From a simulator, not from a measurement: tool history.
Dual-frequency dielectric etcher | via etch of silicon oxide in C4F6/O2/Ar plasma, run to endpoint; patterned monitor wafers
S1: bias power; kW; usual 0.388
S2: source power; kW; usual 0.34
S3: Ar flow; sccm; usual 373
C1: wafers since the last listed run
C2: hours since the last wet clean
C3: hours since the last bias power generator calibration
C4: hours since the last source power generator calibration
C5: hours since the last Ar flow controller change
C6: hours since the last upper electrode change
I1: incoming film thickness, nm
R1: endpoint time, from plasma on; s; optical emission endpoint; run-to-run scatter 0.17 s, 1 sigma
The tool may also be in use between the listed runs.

run	hour	S1	S2	S3	C1	C2	C3	C4	C5	C6	I1	R1
1	0	0.388	0.34	320	0	410.5	2653.6	3095.9	5802.3	3443.8	120.8	34
2	10	0.388	0.34	373	102	420.5	2663.6	3105.9	5812.3	3453.8	122.3	35.4
3	16.5	0.388	0.34	373	66	427	2670.1	3112.4	5818.8	3460.3	123.1	35.4
4	32.5	0.388	0.34	373	164	443	2686.1	3128.4	5834.8	3476.3	122.9	35.2
5	42.1	0.388	0.34	373	98	452.6	2695.7	3138	5844.4	3485.9	123.4	35.6
# hour 50: source power generator calibrated
# hour 55.2: bias power generator calibrated
# hour 67.1: wet clean of the chamber
6	67.6	0.388	0.34	373	57	0.5	12.4	17.6	5869.9	3511.4	123.5	33.9
7	67.9	0.358	0.34	373	3	0.8	12.7	17.9	5870.2	3511.7	121.2	34.8
8	76.3	0.388	0.34	373	86	9.2	21.1	26.3	5878.6	3520.1	122.1	33.9
9	86	0.428	0.29	373	99	18.9	30.8	36	5888.3	3529.8	122.9	33.7
10	98.6	0.464	0.27	433	129	31.5	43.4	48.6	5900.9	3542.4	121.2	32.8
11	112.7	0.421	0.29	410	144	45.6	57.5	62.7	5915	3556.5	124.9	34.9
12	129.7	0.435	0.42	434	174	62.6	74.5	79.7	5932	3573.5	122.5	30.5
13	141.9	0.297	0.31	305	125	74.8	86.7	91.9	5944.2	3585.7	122.4	39.3
14	154.2	0.388	0.36	413	126	87.1	99	104.2	5956.5	3598	121.7	33.6
15	162.6	0.332	0.38	310	86	95.5	107.4	112.6	5964.9	3606.4	124.1	35.8
16	169.9	0.388	0.34	373	75	102.8	114.7	119.9	5972.2	3613.7	122.7	34.2
17	184.7	0.388	0.36	413	152	117.6	129.5	134.7	5987	3628.5	122.4	34
# hour 214.1: upper electrode replaced
18	214.6	0.388	0.3	299	60	147.5	159.4	164.6	6016.9	0.5	121.4	34.2
19	214.9	0.349	0.28	434	3	147.8	159.7	164.9	6017.2	0.8	122.6	38.5
20	220.4	0.451	0.3	418	56	153.3	165.2	170.4	6022.7	6.3	122.7	33.2
# hour 236.3: Ar flow controller replaced
21	236.8	0.388	0.34	373	106	169.7	181.6	186.8	0.5	22.7	122.8	34.3
22	250.7	0.357	0.31	373	142	183.6	195.5	200.7	14.4	36.6	121.9	36.4
23	262.5	0.42	0.4	373	121	195.4	207.3	212.5	26.2	48.4	123	31.8
24	275.1	0.433	0.31	403	129	208	219.9	225.1	38.8	61	123.2	33.5
25	292.7	0.431	0.3	415	180	225.6	237.5	242.7	56.4	78.6	122.1	33.7
26	303.2	0.388	0.34	373	107	236.1	248	253.2	66.9	89.1	122.3	34.4
27	316.4	0.475	0.36	441	135	249.3	261.2	266.4	80.1	102.3	122.7	31.2
28	324.3	0.44	0.39	320	81	257.2	269.1	274.3	88	110.2	122.7	30.7
29	335.4	0.388	0.34	373	114	268.3	280.2	285.4	99.1	121.3	122.3	34.5
30	352.6	0.388	0.34	437	176	285.5	297.4	302.6	116.3	138.5	123.1	35.2

Each row is a separate what-if for the run after 30, all from the same tool condition, not one after another. Results?
A	353	0.388	0.34	373	4	285.9	297.8	303	116.7	138.9	123.5	?
B	353	0.388	0.34	443	4	285.9	297.8	303	116.7	138.9	123.5	?
C	353	0.428	0.34	373	4	285.9	297.8	303	116.7	138.9	123.5	?

run	R1
A	34.7
B	35.3
C	33
Had the tool no hidden state, the same runs would have come out as:
run	R1
A	34.1
B	34.7
C	32.4
